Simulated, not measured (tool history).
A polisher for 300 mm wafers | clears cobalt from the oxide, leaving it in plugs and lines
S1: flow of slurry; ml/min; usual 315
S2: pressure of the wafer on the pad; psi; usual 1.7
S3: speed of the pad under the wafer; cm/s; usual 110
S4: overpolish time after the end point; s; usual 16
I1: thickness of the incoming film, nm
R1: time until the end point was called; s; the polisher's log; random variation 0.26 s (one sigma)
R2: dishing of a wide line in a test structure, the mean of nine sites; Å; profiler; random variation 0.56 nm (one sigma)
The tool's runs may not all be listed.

run   hour   S1   S2   S3  S4     I1    R1   R2
  1    0.0  255  1.7  110  16  178.8  32.0  466
  2   12.5  255  1.7  110  16  180.4  33.8  452
      41.5  -- worn pad replaced by a new one
  3   42.6  315  1.9  110  16  176.6  26.5  499
  4   78.1  340  1.7  110  16  178.5  30.6  480
  5   92.3  340  1.7  110  16  176.8  29.9  480
  6  110.0  315  1.7  110  16  179.1  30.9  472
  7  134.0  315  2.0  110  16  181.0  27.2  495
  8  147.6  315  2.0  110  16  181.6  27.4  488
  9  177.0  315  2.0  110  16  181.8  27.7  493
     197.7  -- worn pad replaced by a new one
 10  207.0  315  1.7  110  13  176.8  29.8  428
 11  237.7  315  1.7  110  16  177.3  29.2  487
     242.8  -- slurry nozzle cleaned
 12  264.5  315  2.3  110  16  180.1  22.6  531
     279.0  -- head pressure recalibrated
 13  282.2  315  1.2  110  16  180.3  43.9  395
 14  305.2  315  1.7  110  16  182.5  31.4  472

Run 15 comes next. What will it give?
 15  322.5  230  1.7  122  16  181.4   ?   ?

{"run 15": {"R1": 29.8, "R2": 484}}
Without the tool's hidden state the same run would have given R1 28.2 s, R2 495 Å.

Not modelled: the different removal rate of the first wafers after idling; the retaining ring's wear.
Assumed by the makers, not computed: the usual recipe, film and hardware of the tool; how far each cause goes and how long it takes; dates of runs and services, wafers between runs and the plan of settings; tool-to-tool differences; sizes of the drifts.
